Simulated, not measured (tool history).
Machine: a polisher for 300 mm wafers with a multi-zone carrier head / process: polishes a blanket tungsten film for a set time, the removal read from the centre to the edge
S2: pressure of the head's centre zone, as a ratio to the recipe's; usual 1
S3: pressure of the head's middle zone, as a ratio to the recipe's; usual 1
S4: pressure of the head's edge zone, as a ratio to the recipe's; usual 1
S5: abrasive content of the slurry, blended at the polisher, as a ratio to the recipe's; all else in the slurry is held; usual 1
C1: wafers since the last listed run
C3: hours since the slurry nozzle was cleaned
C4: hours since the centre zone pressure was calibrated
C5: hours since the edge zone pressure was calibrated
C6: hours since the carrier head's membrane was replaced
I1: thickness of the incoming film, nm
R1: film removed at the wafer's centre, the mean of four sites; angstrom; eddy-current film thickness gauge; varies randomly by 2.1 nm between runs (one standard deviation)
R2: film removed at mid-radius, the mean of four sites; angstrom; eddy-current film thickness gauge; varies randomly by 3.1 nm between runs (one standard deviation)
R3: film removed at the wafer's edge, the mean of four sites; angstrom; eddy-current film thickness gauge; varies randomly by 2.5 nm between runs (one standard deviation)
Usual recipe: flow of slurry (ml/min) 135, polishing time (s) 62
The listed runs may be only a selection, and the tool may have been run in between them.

run 1 hour=0 | flow_of_slurry_(ml/min)=135 S2=1 S3=1 S4=1 S5=0.8 polishing_time_(s)=62 | C1=0 wafers_polished_on_this_pad=2306 C3=167.9 C4=96.2 C5=448.6 C6=1030.1 | I1=885.2 | R1=2392 R2=2366 R3=2367
-- hour=12.2 worn pad replaced by a new one
run 2 hour=18.3 | flow_of_slurry_(ml/min)=135 S2=1 S3=0.95 S4=1 S5=1 polishing_time_(s)=62 | C1=185 wafers_polished_on_this_pad=79 C3=186.2 C4=114.5 C5=466.9 C6=1048.4 | I1=893.2 | R1=2514 R2=2410 R3=2520
-- hour=44.3 slurry nozzle cleaned
run 3 hour=49.3 | flow_of_slurry_(ml/min)=135 S2=1 S3=0.95 S4=1 S5=1 polishing_time_(s)=62 | C1=388 wafers_polished_on_this_pad=467 C3=5 C4=145.5 C5=497.9 C6=1079.4 | I1=884.5 | R1=2669 R2=2596 R3=2598
run 4 hour=77 | flow_of_slurry_(ml/min)=135 S2=1 S3=1 S4=1 S5=1 polishing_time_(s)=47 | C1=358 wafers_polished_on_this_pad=826 C3=32.7 C4=173.2 C5=525.6 C6=1107.1 | I1=903.7 | R1=2005 R2=1980 R3=1950
run 5 hour=101.9 | flow_of_slurry_(ml/min)=135 S2=1 S3=1 S4=1 S5=1 polishing_time_(s)=62 | C1=322 wafers_polished_on_this_pad=1148 C3=57.6 C4=198.1 C5=550.5 C6=1132 | I1=894 | R1=2559 R2=2559 R3=2564
run 6 hour=133.6 | flow_of_slurry_(ml/min)=115 S2=0.91 S3=1 S4=0.95 S5=0.85 polishing_time_(s)=62 | C1=410 wafers_polished_on_this_pad=1558 C3=89.3 C4=229.8 C5=582.2 C6=1163.7 | I1=897.2 | R1=2117 R2=2294 R3=2323
run 7 hour=168.6 | flow_of_slurry_(ml/min)=135 S2=1 S3=1 S4=1 S5=1 polishing_time_(s)=62 | C1=453 wafers_polished_on_this_pad=2011 C3=124.3 C4=264.8 C5=617.2 C6=1198.7 | I1=888.9 | R1=2535 R2=2534 R3=2504
-- hour=195.8 worn pad replaced by a new one
run 8 hour=198.8 | flow_of_slurry_(ml/min)=135 S2=1 S3=1 S4=1 S5=1 polishing_time_(s)=83 | C1=339 wafers_polished_on_this_pad=38 C3=154.5 C4=295 C5=647.4 C6=1228.9 | I1=888.4 | R1=3290 R2=3391 R3=3368
run 9 hour=223.8 | flow_of_slurry_(ml/min)=135 S2=1 S3=1.06 S4=1 S5=1.3 polishing_time_(s)=62 | C1=323 wafers_polished_on_this_pad=362 C3=179.5 C4=320 C5=672.4 C6=1253.9 | I1=897.2 | R1=2649 R2=2810 R3=2623
-- hour=236.9 slurry nozzle cleaned
run 10 hour=237.7 | flow_of_slurry_(ml/min)=135 S2=1 S3=1 S4=1 S5=1.15 polishing_time_(s)=62 | C1=167 wafers_polished_on_this_pad=529 C3=0.8 C4=333.9 C5=686.3 C6=1267.8 | I1=884.3 | R1=2760 R2=2776 R3=2691
-- hour=241.7 centre zone pressure recalibrated
-- hour=245.4 carrier head's membrane replaced by a new one
run 11 hour=261.2 | flow_of_slurry_(ml/min)=135 S2=1 S3=1 S4=1.08 S5=1 polishing_time_(s)=75 | C1=229 wafers_polished_on_this_pad=759 C3=24.3 C4=19.5 C5=709.8 C6=15.8 | I1=888.6 | R1=3183 R2=3119 R3=3243
run 12 hour=287.2 | flow_of_slurry_(ml/min)=135 S2=1 S3=1 S4=1 S5=1 polishing_time_(s)=62 | C1=336 wafers_polished_on_this_pad=1095 C3=50.3 C4=45.5 C5=735.8 C6=41.8 | I1=892.8 | R1=2610 R2=2578 R3=2549
run 13 hour=308 | flow_of_slurry_(ml/min)=135 S2=1 S3=0.95 S4=1 S5=1 polishing_time_(s)=62 | C1=269 wafers_polished_on_this_pad=1365 C3=71.1 C4=66.3 C5=756.6 C6=62.6 | I1=885.7 | R1=2573 R2=2508 R3=2501
run 14 hour=328.8 | flow_of_slurry_(ml/min)=105 S2=1 S3=1 S4=1 S5=0.75 polishing_time_(s)=62 | C1=269 wafers_polished_on_this_pad=1634 C3=91.9 C4=87.1 C5=777.4 C6=83.4 | I1=888.4 | R1=2197 R2=2197 R3=2273
run 15 hour=344.8 | flow_of_slurry_(ml/min)=135 S2=1 S3=1.09 S4=1.04 S5=1 polishing_time_(s)=62 | C1=207 wafers_polished_on_this_pad=1841 C3=107.9 C4=103.1 C5=793.4 C6=99.4 | I1=893.2 | R1=2521 R2=2748 R3=2570
-- hour=367.4 edge zone pressure recalibrated
-- hour=367.5 worn pad replaced by a new one
-- hour=421.8 slurry nozzle cleaned
run 16 hour=432.8 | flow_of_slurry_(ml/min)=160 S2=0.96 S3=1 S4=0.92 S5=1 polishing_time_(s)=42 | C1=1099 wafers_polished_on_this_pad=832 C3=11 C4=191.1 C5=65.4 C6=187.4 | I1=905.4 | R1=1796 R2=1874 R3=1738
run 17 hour=461.6 | flow_of_slurry_(ml/min)=135 S2=1 S3=1 S4=1 S5=1 polishing_time_(s)=62 | C1=372 wafers_polished_on_this_pad=1204 C3=39.8 C4=219.9 C5=94.2 C6=216.2 | I1=892.5 | R1=2618 R2=2631 R3=2560
run 18 hour=483.1 | flow_of_slurry_(ml/min)=135 S2=0.91 S3=1 S4=1 S5=1.2 polishing_time_(s)=62 | C1=278 wafers_polished_on_this_pad=1483 C3=61.3 C4=241.4 C5=115.7 C6=237.7 | I1=872.9 | R1=2463 R2=2727 R3=2683
run 19 hour=511.8 | flow_of_slurry_(ml/min)=135 S2=1 S3=1 S4=1 S5=1 polishing_time_(s)=62 | C1=371 wafers_polished_on_this_pad=1854 C3=90 C4=270.1 C5=144.4 C6=266.4 | I1=880.6 | R1=2559 R2=2602 R3=2530
-- hour=542.4 worn pad replaced by a new one
run 20 hour=544.6 | flow_of_slurry_(ml/min)=135 S2=1 S3=1.07 S4=1 S5=1.15 polishing_time_(s)=62 | C1=372 wafers_polished_on_this_pad=28 C3=122.8 C4=302.9 C5=177.2 C6=299.2 | I1=880.2 | R1=2601 R2=2700 R3=2609

5 options for the next run, each taken on its own from the tool as it stands now. Forecast them:
run A hour=545 | flow_of_slurry_(ml/min)=135 S2=1 S3=1 S4=1 S5=1 polishing_time_(s)=62 | C1=5 wafers_polished_on_this_pad=34 C3=123.2 C4=303.3 C5=177.6 C6=299.6 | I1=882.4 | R1=? R2=? R3=?
run B hour=545 | flow_of_slurry_(ml/min)=135 S2=1 S3=1 S4=1.09 S5=0.7 polishing_time_(s)=62 | C1=5 wafers_polished_on_this_pad=34 C3=123.2 C4=303.3 C5=177.6 C6=299.6 | I1=882.4 | R1=? R2=? R3=?
run C hour=545 | flow_of_slurry_(ml/min)=170 S2=1 S3=1 S4=1 S5=1 polishing_time_(s)=62 | C1=5 wafers_polished_on_this_pad=34 C3=123.2 C4=303.3 C5=177.6 C6=299.6 | I1=882.4 | R1=? R2=? R3=?
run D hour=545 | flow_of_slurry_(ml/min)=100 S2=1 S3=1.06 S4=1 S5=1.15 polishing_time_(s)=51 | C1=5 wafers_polished_on_this_pad=34 C3=123.2 C4=303.3 C5=177.6 C6=299.6 | I1=882.4 | R1=? R2=? R3=?
run E hour=545 | flow_of_slurry_(ml/min)=125 S2=1 S3=1 S4=1 S5=1 polishing_time_(s)=62 | C1=5 wafers_polished_on_this_pad=34 C3=123.2 C4=303.3 C5=177.6 C6=299.6 | I1=882.4 | R1=? R2=? R3=?

run=A R1=2505 R2=2585 R3=2496
run=B R1=2313 R2=2386 R3=2405
run=C R1=2664 R2=2729 R3=2593
run=D R1=1921 R2=2110 R3=1997
run=E R1=2446 R2=2532 R3=2461
Had the tool no hidden state, the same runs would have come out as:
run=A R1=2679 R2=2742 R3=2601
run=B R1=2473 R2=2531 R3=2506
run=C R1=2811 R2=2862 R3=2683
run=D R1=2101 R2=2280 R3=2102
run=E R1=2630 R2=2697 R3=2571
